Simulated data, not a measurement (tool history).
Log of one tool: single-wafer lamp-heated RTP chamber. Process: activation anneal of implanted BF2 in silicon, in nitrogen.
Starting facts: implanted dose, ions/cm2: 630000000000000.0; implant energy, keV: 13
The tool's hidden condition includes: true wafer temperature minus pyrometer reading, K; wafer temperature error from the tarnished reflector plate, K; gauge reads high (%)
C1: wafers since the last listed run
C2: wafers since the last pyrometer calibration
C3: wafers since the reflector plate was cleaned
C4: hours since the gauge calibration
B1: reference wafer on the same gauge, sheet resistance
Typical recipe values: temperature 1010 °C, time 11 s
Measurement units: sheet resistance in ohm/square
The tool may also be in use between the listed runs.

{"run": 1, "hour": 0.0, "temperature": 1010, "time": 16, "C1": 0, "C2": 3958, "C3": 2103, "C4": 443.5, "B1": 270.02, "sheet resistance": 259.98}
{"hour": 52.1, "done": "pyrometer window cleaned and pyrometer calibrated"}
{"run": 2, "hour": 54.0, "temperature": 1027, "time": 14, "C1": 684, "C2": 28, "C3": 2788, "C4": 497.5, "B1": 270.12, "sheet resistance": 246.27}
{"run": 3, "hour": 157.6, "temperature": 1027, "time": 14, "C1": 1542, "C2": 1570, "C3": 4330, "C4": 601.1, "B1": 269.84, "sheet resistance": 244.66}
{"run": 4, "hour": 225.1, "temperature": 1010, "time": 11, "C1": 1005, "C2": 2575, "C3": 5335, "C4": 668.6, "B1": 269.85, "sheet resistance": 267.58}
{"run": 5, "hour": 313.5, "temperature": 1010, "time": 11, "C1": 1316, "C2": 3892, "C3": 6652, "C4": 757, "B1": 269.87, "sheet resistance": 266.79}
{"hour": 333.0, "done": "gauge calibrated"}
{"hour": 371.5, "done": "pyrometer window cleaned and pyrometer calibrated"}
{"run": 6, "hour": 375.5, "temperature": 1010, "time": 11, "C1": 804, "C2": 59, "C3": 7456, "C4": 42.5, "B1": 270.01, "sheet resistance": 264.94}
{"hour": 453.5, "done": "reflector plate cleaned"}
{"run": 7, "hour": 474.2, "temperature": 995, "time": 9, "C1": 1350, "C2": 1409, "C3": 308, "C4": 141.2, "B1": 270.13, "sheet resistance": 299.05}
{"run": 8, "hour": 529.6, "temperature": 985, "time": 9, "C1": 824, "C2": 2234, "C3": 1133, "C4": 196.6, "B1": 270.3, "sheet resistance": 317.64}
{"run": 9, "hour": 614.6, "temperature": 981, "time": 17, "C1": 1265, "C2": 3500, "C3": 2399, "C4": 281.6, "B1": 270.24, "sheet resistance": 300.2}
{"run": 10, "hour": 711.5, "temperature": 1010, "time": 11, "C1": 1442, "C2": 4942, "C3": 3842, "C4": 378.5, "B1": 270.34, "sheet resistance": 268.97}
{"hour": 719.6, "done": "pyrometer window cleaned and pyrometer calibrated"}
{"run": 11, "hour": 772.0, "temperature": 999, "time": 9, "C1": 781, "C2": 780, "C3": 4623, "C4": 439, "B1": 270.19, "sheet resistance": 288.28}
{"run": 12, "hour": 869.8, "temperature": 1010, "time": 11, "C1": 1456, "C2": 2237, "C3": 6080, "C4": 536.8, "B1": 270.03, "sheet resistance": 265.83}
{"hour": 1005.9, "done": "reflector plate cleaned"}
{"hour": 1061.8, "done": "pyrometer window cleaned and pyrometer calibrated"}
{"hour": 1068.6, "done": "gauge calibrated"}
{"run": 13, "hour": 1170.4, "temperature": 1039, "time": 5, "C1": 4237, "C2": 1617, "C3": 2330, "C4": 101.8, "B1": 269.95, "sheet resistance": 260.54}
{"hour": 1362.7, "done": "pyrometer window cleaned and pyrometer calibrated"}
{"run": 14, "hour": 1455.9, "temperature": 1018, "time": 8, "C1": 4131, "C2": 1387, "C3": 6462, "C4": 387.3, "B1": 270.16, "sheet resistance": 266.38}

Branching from run 14: 3 alternative next runs. What would each branch give?
{"run": "A", "hour": 1456.3, "temperature": 1025, "time": 11, "C1": 5, "C2": 1393, "C3": 6468, "C4": 387.7, "B1": "?", "sheet resistance": "?"}
{"run": "B", "hour": 1456.3, "temperature": 1024, "time": 16, "C1": 5, "C2": 1393, "C3": 6468, "C4": 387.7, "B1": "?", "sheet resistance": "?"}
{"run": "C", "hour": 1456.3, "temperature": 1032, "time": 8, "C1": 5, "C2": 1393, "C3": 6468, "C4": 387.7, "B1": "?", "sheet resistance": "?"}

run=A B1=269.92 sheet_resistance=250.75
run=B B1=269.92 sheet_resistance=242.27
run=C B1=269.92 sheet_resistance=251.9
Stripped of hidden state, with their random variation kept, the same runs would have yielded:
run=A sheet_resistance=257.79
run=B sheet_resistance=249.09
run=C sheet_resistance=258.85

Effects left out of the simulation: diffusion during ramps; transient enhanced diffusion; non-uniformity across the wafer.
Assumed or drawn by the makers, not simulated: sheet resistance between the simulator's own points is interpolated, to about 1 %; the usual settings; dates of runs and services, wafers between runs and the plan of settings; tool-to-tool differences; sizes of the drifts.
